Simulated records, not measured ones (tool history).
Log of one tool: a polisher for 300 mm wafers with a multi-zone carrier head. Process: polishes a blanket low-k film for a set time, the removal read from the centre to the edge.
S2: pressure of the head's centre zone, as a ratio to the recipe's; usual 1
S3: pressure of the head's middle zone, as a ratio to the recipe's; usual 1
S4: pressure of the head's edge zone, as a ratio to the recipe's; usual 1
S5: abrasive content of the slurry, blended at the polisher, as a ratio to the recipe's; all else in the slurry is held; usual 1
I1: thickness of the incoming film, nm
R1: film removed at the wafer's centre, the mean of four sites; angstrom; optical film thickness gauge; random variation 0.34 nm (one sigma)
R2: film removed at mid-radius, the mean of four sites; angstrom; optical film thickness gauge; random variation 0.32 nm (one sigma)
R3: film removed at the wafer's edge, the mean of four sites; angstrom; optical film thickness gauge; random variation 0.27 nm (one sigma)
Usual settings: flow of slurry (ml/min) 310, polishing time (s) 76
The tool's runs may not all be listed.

run 1 hour=0 | flow_of_slurry_(ml/min)=310 S2=1.04 S3=1.05 S4=0.9 S5=1 polishing_time_(s)=76 | I1=784.3 | R1=334 R2=325 R3=285
run 2 hour=61.2 | flow_of_slurry_(ml/min)=310 S2=1.08 S3=0.94 S4=1 S5=1 polishing_time_(s)=76 | I1=780.3 | R1=341 R2=295 R3=301
run 3 hour=125.2 | flow_of_slurry_(ml/min)=310 S2=1 S3=1 S4=1 S5=1 polishing_time_(s)=76 | I1=796.4 | R1=322 R2=307 R3=301
-- hour=140.5 worn pad replaced by a new one
-- hour=150.3 carrier head's membrane replaced by a new one
run 4 hour=188.4 | flow_of_slurry_(ml/min)=345 S2=1 S3=1.09 S4=0.93 S5=1 polishing_time_(s)=97 | I1=780.9 | R1=426 R2=460 R3=395
-- hour=261.8 slurry nozzle cleaned
run 5 hour=281.1 | flow_of_slurry_(ml/min)=310 S2=1 S3=1 S4=1 S5=1.25 polishing_time_(s)=76 | I1=777.4 | R1=381 R2=373 R3=361
-- hour=346.5 centre zone pressure recalibrated
run 6 hour=379.5 | flow_of_slurry_(ml/min)=310 S2=1 S3=1 S4=1.12 S5=1 polishing_time_(s)=66 | I1=769.3 | R1=283 R2=277 R3=285
run 7 hour=476.1 | flow_of_slurry_(ml/min)=250 S2=1.05 S3=1 S4=1 S5=1 polishing_time_(s)=76 | I1=773.2 | R1=334 R2=311 R3=307
run 8 hour=557.5 | flow_of_slurry_(ml/min)=220 S2=0.94 S3=1 S4=1.11 S5=1 polishing_time_(s)=76 | I1=777.2 | R1=287 R2=301 R3=312
-- hour=569.6 edge zone pressure recalibrated
run 9 hour=648.3 | flow_of_slurry_(ml/min)=385 S2=1 S3=0.96 S4=1 S5=1.3 polishing_time_(s)=68 | I1=781.3 | R1=344 R2=322 R3=326
run 10 hour=715.3 | flow_of_slurry_(ml/min)=375 S2=1 S3=1 S4=1.03 S5=1.25 polishing_time_(s)=97 | I1=777.7 | R1=477 R2=458 R3=451
run 11 hour=784.8 | flow_of_slurry_(ml/min)=310 S2=1.06 S3=1.03 S4=1.11 S5=1 polishing_time_(s)=76 | I1=777.1 | R1=338 R2=324 R3=324
run 12 hour=821.9 | flow_of_slurry_(ml/min)=310 S2=0.94 S3=0.92 S4=1 S5=0.85 polishing_time_(s)=76 | I1=775 | R1=263 R2=252 R3=267
-- hour=829.7 worn pad replaced by a new one
run 13 hour=908.3 | flow_of_slurry_(ml/min)=265 S2=1 S3=1 S4=1 S5=1 polishing_time_(s)=76 | I1=767.8 | R1=329 R2=322 R3=315
-- hour=984.3 slurry nozzle cleaned
run 14 hour=1002.6 | flow_of_slurry_(ml/min)=310 S2=1 S3=1 S4=1 S5=1 polishing_time_(s)=76 | I1=791.3 | R1=332 R2=326 R3=311
-- hour=1039.5 centre zone pressure recalibrated
run 15 hour=1084.9 | flow_of_slurry_(ml/min)=255 S2=1.1 S3=1 S4=1 S5=1 polishing_time_(s)=76 | I1=767.8 | R1=344 R2=308 R3=302
run 16 hour=1160.4 | flow_of_slurry_(ml/min)=310 S2=1 S3=1 S4=1 S5=1 polishing_time_(s)=76 | I1=783 | R1=319 R2=316 R3=306
run 17 hour=1257.1 | flow_of_slurry_(ml/min)=310 S2=1 S3=0.89 S4=1.04 S5=1 polishing_time_(s)=76 | I1=780.8 | R1=316 R2=285 R3=311
run 18 hour=1348.3 | flow_of_slurry_(ml/min)=310 S2=1 S3=1 S4=1 S5=1 polishing_time_(s)=76 | I1=796.9 | R1=320 R2=312 R3=303
-- hour=1386.2 edge zone pressure recalibrated
-- hour=1396.8 carrier head's membrane replaced by a new one
run 19 hour=1404.4 | flow_of_slurry_(ml/min)=245 S2=1 S3=1 S4=1 S5=0.75 polishing_time_(s)=76 | I1=767.8 | R1=233 R2=235 R3=230
run 20 hour=1487.1 | flow_of_slurry_(ml/min)=310 S2=1.08 S3=1 S4=1 S5=1 polishing_time_(s)=76 | I1=780 | R1=345 R2=304 R3=303

Measured less the same run without the tool's hidden state. The same run-to-run variation is in both; the gauge's scatter may not be:
The hidden state here: removal rate lost through wear of the pad, %; slurry flow missing at the pad, %; deviation of the centre zone's pressure from its setpoint, %; deviation of the edge zone's pressure from its setpoint, %.
run=1 R1=-29 R2=-29 R3=-25
run=2 R1=-30 R2=-26 R3=-27
run=3 R1=-29 R2=-28 R3=-27
run=4 R1=-9 R2=-9 R3=-8
run=5 R1=-16 R2=-15 R3=-16
run=6 R1=-16 R2=-16 R3=-17
run=7 R1=-22 R2=-21 R3=-21
run=8 R1=-21 R2=-22 R3=-23
run=9 R1=-27 R2=-25 R3=-26
run=10 R1=-39 R2=-38 R3=-36
run=11 R1=-29 R2=-27 R3=-27
run=12 R1=-22 R2=-21 R3=-22
run=13 R1=-11 R2=-11 R3=-11
run=14 R1=-17 R2=-18 R3=-17
run=15 R1=-23 R2=-21 R3=-20
run=16 R1=-24 R2=-23 R3=-22
run=17 R1=-25 R2=-23 R3=-25
run=18 R1=-28 R2=-27 R3=-26
run=19 R1=-20 R2=-21 R3=-20
run=20 R1=-32 R2=-27 R3=-27

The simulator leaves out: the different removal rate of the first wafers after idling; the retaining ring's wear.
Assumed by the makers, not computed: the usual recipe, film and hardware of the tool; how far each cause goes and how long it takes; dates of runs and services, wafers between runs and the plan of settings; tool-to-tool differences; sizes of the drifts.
